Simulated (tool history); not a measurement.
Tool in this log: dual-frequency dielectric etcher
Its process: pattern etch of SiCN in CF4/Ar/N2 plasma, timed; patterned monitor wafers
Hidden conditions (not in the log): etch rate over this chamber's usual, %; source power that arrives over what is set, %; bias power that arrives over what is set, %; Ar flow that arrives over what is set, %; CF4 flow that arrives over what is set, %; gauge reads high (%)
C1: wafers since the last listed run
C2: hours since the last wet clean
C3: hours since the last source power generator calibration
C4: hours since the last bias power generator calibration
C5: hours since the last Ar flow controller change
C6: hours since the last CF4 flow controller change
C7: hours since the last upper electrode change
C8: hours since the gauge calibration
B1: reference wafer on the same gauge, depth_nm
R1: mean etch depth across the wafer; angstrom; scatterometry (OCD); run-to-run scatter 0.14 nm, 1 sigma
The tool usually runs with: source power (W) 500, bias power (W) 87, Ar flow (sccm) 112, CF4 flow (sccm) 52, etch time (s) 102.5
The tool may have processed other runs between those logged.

{"run": 1, "hour": 0.0, "source power (W)": 500, "bias power (W)": 87, "Ar flow (sccm)": 112, "CF4 flow (sccm)": 52, "etch time (s)": 102.5, "C1": 0, "C2": 405.4, "C3": 3922, "C4": 1568.2, "C5": 5527.2, "C6": 3936.2, "C7": 3478.3, "C8": 195, "B1": 82, "R1": 891}
{"run": 2, "hour": 21.1, "source power (W)": 500, "bias power (W)": 87, "Ar flow (sccm)": 112, "CF4 flow (sccm)": 52, "etch time (s)": 102.5, "C1": 131, "C2": 426.5, "C3": 3943.1, "C4": 1589.3, "C5": 5548.3, "C6": 3957.3, "C7": 3499.4, "C8": 216.1, "B1": 82, "R1": 891}
{"run": 3, "hour": 53.9, "source power (W)": 500, "bias power (W)": 87, "Ar flow (sccm)": 112, "CF4 flow (sccm)": 52, "etch time (s)": 102.5, "C1": 204, "C2": 459.3, "C3": 3975.9, "C4": 1622.1, "C5": 5581.1, "C6": 3990.1, "C7": 3532.2, "C8": 248.9, "B1": 82, "R1": 894}
{"run": 4, "hour": 72.8, "source power (W)": 500, "bias power (W)": 87, "Ar flow (sccm)": 112, "CF4 flow (sccm)": 52, "etch time (s)": 102.5, "C1": 117, "C2": 478.2, "C3": 3994.8, "C4": 1641, "C5": 5600, "C6": 4009, "C7": 3551.1, "C8": 267.8, "B1": 82, "R1": 894}
{"hour": 139.7, "done": "wet clean of the chamber"}
{"hour": 161.9, "done": "bias power generator calibrated"}
{"run": 5, "hour": 165.2, "source power (W)": 500, "bias power (W)": 87, "Ar flow (sccm)": 112, "CF4 flow (sccm)": 52, "etch time (s)": 102.5, "C1": 400, "C2": 25.5, "C3": 4087.2, "C4": 3.3, "C5": 5692.4, "C6": 4101.4, "C7": 3643.5, "C8": 360.2, "B1": 82, "R1": 902}
{"hour": 170.5, "done": "source power generator calibrated"}
{"hour": 173.5, "done": "gauge calibrated"}
{"run": 6, "hour": 184.5, "source power (W)": 500, "bias power (W)": 87, "Ar flow (sccm)": 112, "CF4 flow (sccm)": 52, "etch time (s)": 102.5, "C1": 95, "C2": 44.8, "C3": 14, "C4": 22.6, "C5": 5711.7, "C6": 4120.7, "C7": 3662.8, "C8": 11, "B1": 82, "R1": 902}
{"run": 7, "hour": 202.7, "source power (W)": 500, "bias power (W)": 87, "Ar flow (sccm)": 112, "CF4 flow (sccm)": 52, "etch time (s)": 90.5, "C1": 113, "C2": 63, "C3": 32.2, "C4": 40.8, "C5": 5729.9, "C6": 4138.9, "C7": 3681, "C8": 29.2, "B1": 82, "R1": 795}
{"run": 8, "hour": 225.5, "source power (W)": 500, "bias power (W)": 87, "Ar flow (sccm)": 93, "CF4 flow (sccm)": 52, "etch time (s)": 102.5, "C1": 141, "C2": 85.8, "C3": 55, "C4": 63.6, "C5": 5752.7, "C6": 4161.7, "C7": 3703.8, "C8": 52, "B1": 82, "R1": 924}
{"run": 9, "hour": 248.3, "source power (W)": 500, "bias power (W)": 87, "Ar flow (sccm)": 101, "CF4 flow (sccm)": 52, "etch time (s)": 111, "C1": 141, "C2": 108.6, "C3": 77.8, "C4": 86.4, "C5": 5775.5, "C6": 4184.5, "C7": 3726.6, "C8": 74.8, "B1": 82, "R1": 988}
{"hour": 283.0, "done": "upper electrode replaced"}
{"run": 10, "hour": 283.5, "source power (W)": 540, "bias power (W)": 87, "Ar flow (sccm)": 112, "CF4 flow (sccm)": 52, "etch time (s)": 102.5, "C1": 69, "C2": 143.8, "C3": 113, "C4": 121.6, "C5": 5810.7, "C6": 4219.7, "C7": 0.5, "C8": 110, "B1": 82, "R1": 936}
{"run": 11, "hour": 284.8, "source power (W)": 500, "bias power (W)": 69, "Ar flow (sccm)": 112, "CF4 flow (sccm)": 52, "etch time (s)": 72.5, "C1": 8, "C2": 145.1, "C3": 114.3, "C4": 122.9, "C5": 5812, "C6": 4221, "C7": 1.8, "C8": 111.3, "B1": 82, "R1": 565}
{"hour": 303.0, "done": "CF4 flow controller replaced"}
{"hour": 312.2, "done": "Ar flow controller replaced"}
{"run": 12, "hour": 312.7, "source power (W)": 500, "bias power (W)": 87, "Ar flow (sccm)": 93, "CF4 flow (sccm)": 52, "etch time (s)": 102.5, "C1": 98, "C2": 173, "C3": 142.2, "C4": 150.8, "C5": 0.5, "C6": 9.7, "C7": 29.7, "C8": 139.2, "B1": 82, "R1": 925}
{"run": 13, "hour": 333.8, "source power (W)": 500, "bias power (W)": 87, "Ar flow (sccm)": 93, "CF4 flow (sccm)": 52, "etch time (s)": 102.5, "C1": 131, "C2": 194.1, "C3": 163.3, "C4": 171.9, "C5": 21.6, "C6": 30.8, "C7": 50.8, "C8": 160.3, "B1": 82, "R1": 925}
{"run": 14, "hour": 369.7, "source power (W)": 500, "bias power (W)": 87, "Ar flow (sccm)": 122, "CF4 flow (sccm)": 52, "etch time (s)": 102.5, "C1": 223, "C2": 230, "C3": 199.2, "C4": 207.8, "C5": 57.5, "C6": 66.7, "C7": 86.7, "C8": 196.2, "B1": 82, "R1": 885}

Estimate the outcome of run 15 from the log above:
{"run": 15, "hour": 392.8, "source power (W)": 500, "bias power (W)": 106, "Ar flow (sccm)": 94, "CF4 flow (sccm)": 52, "etch time (s)": 102.5, "C1": 143, "C2": 253.1, "C3": 222.3, "C4": 230.9, "C5": 80.6, "C6": 89.8, "C7": 109.8, "C8": 219.3, "B1": "?", "R1": "?"}

Run 15 measured B1 82, R1 1016 angstrom.
On a tool with no hidden condition, and with the same random variation, this run would have come out at R1 1026 angstrom.

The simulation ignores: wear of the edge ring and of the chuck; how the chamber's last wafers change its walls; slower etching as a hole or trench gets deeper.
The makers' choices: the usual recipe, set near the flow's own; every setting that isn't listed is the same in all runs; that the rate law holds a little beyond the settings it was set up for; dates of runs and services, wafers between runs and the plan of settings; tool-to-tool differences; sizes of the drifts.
